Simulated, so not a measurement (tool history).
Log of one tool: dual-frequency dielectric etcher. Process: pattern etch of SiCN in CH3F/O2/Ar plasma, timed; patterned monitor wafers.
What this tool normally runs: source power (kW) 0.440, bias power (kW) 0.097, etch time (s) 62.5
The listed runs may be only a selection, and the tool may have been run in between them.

run,day,source power (kW),bias power (kW),etch time (s),wafers since the last listed run,hours since the last wet clean,hours since the last source power generator calibration,hours since the last bias power generator calibration,hours since the last upper electrode change,hours since the gauge calibration,"read-back reference wafer on the same gauge, depth_nm",mean etch depth across the wafer (Å)
1,0.000,0.530,0.097,62.5,0,63.6,4516.1,1301.4,5548.3,428.4,27.80,284.6
2,2.658,0.440,0.097,62.5,862,127.4,4579.9,1365.2,5612.1,492.2,27.81,269.5
3,3.912,0.440,0.097,62.5,407,157.5,4610.0,1395.3,5642.2,522.3,27.80,270.3
4,5.067,0.440,0.097,54.0,374,185.2,4637.7,1423.0,5669.9,550.0,27.80,232.7
5,6.267,0.440,0.097,54.0,389,214.0,4666.5,1451.8,5698.7,578.8,27.80,233.5
6,7.879,0.440,0.097,54.0,523,252.7,4705.2,1490.5,5737.4,617.5,27.80,233.3
7,10.638,0.440,0.097,62.5,895,318.9,4771.4,1556.7,5803.6,683.7,27.80,270.9
8,11.917,0.440,0.097,62.5,415,349.6,4802.1,1587.4,5834.3,714.4,27.80,272.0
9,14.100,0.440,0.097,62.5,708,402.0,4854.5,1639.8,5886.7,766.8,27.81,271.8
10,16.642,0.410,0.085,62.5,824,463.0,4915.5,1700.8,5947.7,827.8,27.81,255.5
# day 18.392: upper electrode replaced
# day 19.917: wet clean of the chamber
11,19.938,0.410,0.085,62.5,420,0.5,4994.6,1779.9,37.1,906.9,27.80,251.6
12,20.846,0.410,0.085,62.5,294,22.3,5016.4,1801.7,58.9,928.7,27.79,251.7
13,22.900,0.440,0.097,62.5,666,71.6,5065.7,1851.0,108.2,978.0,27.80,268.2
# day 23.738: source power generator calibrated
# day 27.762: gauge calibrated
14,31.300,0.440,0.097,62.5,2672,273.2,181.5,2052.6,309.8,84.9,27.80,271.0
15,32.338,0.440,0.097,54.0,336,298.1,206.4,2077.5,334.7,109.8,27.80,234.1
16,34.921,0.510,0.107,74.0,838,360.1,268.4,2139.5,396.7,171.8,27.81,350.3

Run 17 has not been measured yet. What should we expect?
# day 37.983: wet clean of the chamber
17,38.004,0.550,0.097,75.0,676,0.5,342.4,2213.5,470.7,245.8,?,?

Logged for run 17: read-back reference wafer on the same gauge, depth_nm 27.80, mean etch depth across the wafer (Å) 344.1.
Without the tool's hidden state the same run would have given mean etch depth across the wafer (Å) 339.7.
